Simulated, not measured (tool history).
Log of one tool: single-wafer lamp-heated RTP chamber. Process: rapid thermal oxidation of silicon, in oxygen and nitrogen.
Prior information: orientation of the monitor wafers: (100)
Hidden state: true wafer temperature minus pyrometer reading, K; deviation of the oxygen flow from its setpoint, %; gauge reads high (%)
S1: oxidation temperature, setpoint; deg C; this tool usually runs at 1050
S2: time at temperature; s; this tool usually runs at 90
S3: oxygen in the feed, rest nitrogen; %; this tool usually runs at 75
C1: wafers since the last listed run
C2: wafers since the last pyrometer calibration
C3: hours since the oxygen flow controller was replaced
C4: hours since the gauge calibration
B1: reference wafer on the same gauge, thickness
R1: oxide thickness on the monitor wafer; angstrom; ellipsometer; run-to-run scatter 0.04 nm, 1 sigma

run,hour,S1,S2,S3,C1,C2,C3,C4,B1,R1
1,0,1050,90,75,0,6851,1555.3,1274.8,7.836,82.28
2,69.6,1050,90,75,742,7593,1624.9,1344.4,7.827,82.33
3,128.3,1050,90,75,626,8219,1683.6,1403.1,7.812,82.45
4,175.1,1050,90,75,499,8718,1730.4,1449.9,7.831,82.15
# hour 236.3: pyrometer window cleaned and pyrometer calibrated
5,376.4,1050,90,67,2061,1494,1931.7,1651.2,7.79,78.92
6,480.5,1050,118,87,1110,2604,2035.8,1755.3,7.775,98.03
7,529.2,1050,118,87,519,3124,2084.5,1804,7.751,98.57
8,610.2,1050,118,87,863,3987,2165.5,1885,7.756,97.36
9,660.4,1068,90,75,535,4523,2215.7,1935.2,7.738,92.41
10,717.9,1068,90,75,613,5136,2273.2,1992.7,7.713,93.02
11,805.2,1059,90,94,931,6067,2360.5,2080,7.719,94.06
12,882.3,1059,90,94,822,6890,2437.6,2157.1,7.695,92.91
# hour 948.4: pyrometer window cleaned and pyrometer calibrated
13,948.7,1043,90,53,622,3,2504,2223.5,7.657,68.53
14,985.2,1028,123,98,389,392,2540.5,2260,7.677,87.28
15,1060.1,1025,108,54,798,1191,2615.4,2334.9,7.647,65.47
16,1151,1025,118,98,969,2160,2706.3,2425.8,7.615,84.54
17,1229.8,1050,90,75,840,3001,2785.1,2504.6,7.617,80.29
18,1290.1,1050,90,75,643,3644,2845.4,2564.9,7.592,79.91
# hour 1318: gauge calibrated
19,1387.3,1050,118,87,1036,4681,2942.6,69.3,7.854,98.15
20,1479.3,1050,125,75,981,5662,3034.6,161.3,7.869,96.37
21,1572.9,1050,90,75,998,6660,3128.2,254.9,7.845,83.27
22,1654.9,1030,122,52,874,7535,3210.2,336.9,7.834,72.47
# hour 1706.2: pyrometer window cleaned and pyrometer calibrated
23,1754.9,1076,129,58,981,519,3310.2,436.9,7.846,106
24,1824.4,1030,122,52,741,1260,3379.7,506.4,7.841,72.92
25,1925.6,1021,102,75,1079,2340,3480.9,607.6,7.833,71.36
26,2008.1,1036,73,60,879,3219,3563.4,690.1,7.837,62.48
27,2092.9,1067,90,75,904,4124,3648.2,774.9,7.823,92.27
28,2168.6,1050,90,75,807,4931,3723.9,850.6,7.824,82.09
29,2255.2,1050,90,75,923,5855,3810.5,937.2,7.83,81.52
# hour 2287: oxygen flow controller replaced
30,2330.8,1076,106,65,720,6576,43.8,1012.8,7.827,99.81
# hour 2535.3: pyrometer window cleaned and pyrometer calibrated
31,2551.7,1031,123,75,2270,174,264.7,1233.7,7.784,82.79
32,2640.3,1050,90,75,944,1119,353.3,1322.3,7.782,81.48
33,2712.1,1064,46,58,765,1885,425.1,1394.1,7.77,60.49
34,2772.8,1050,56,75,647,2532,485.8,1454.8,7.759,66.39
35,2828.9,1061,90,75,598,3131,541.9,1510.9,7.738,88.28
36,3082.8,1050,90,75,2707,5839,795.8,1764.8,7.709,81.07
37,3189.7,1062,65,97,1140,6979,902.7,1871.7,7.681,82.7

Predict each of these 4 candidate next runs independently; none follows another, all start after run 37:
A,3190.1,1050,90,96,4,6983,903.1,1872.1,?,?
B,3190.1,1073,133,98,4,6983,903.1,1872.1,?,?
C,3190.1,1029,90,55,4,6983,903.1,1872.1,?,?
D,3190.1,1059,75,49,4,6983,903.1,1872.1,?,?

run,B1,R1
A,7.684,88.89
B,7.684,125.46
C,7.684,62.88
D,7.684,68.39
What these runs would have given with no unlogged condition in the tool:
run,R1
A,91.03
B,128.48
C,64.39
D,70.03
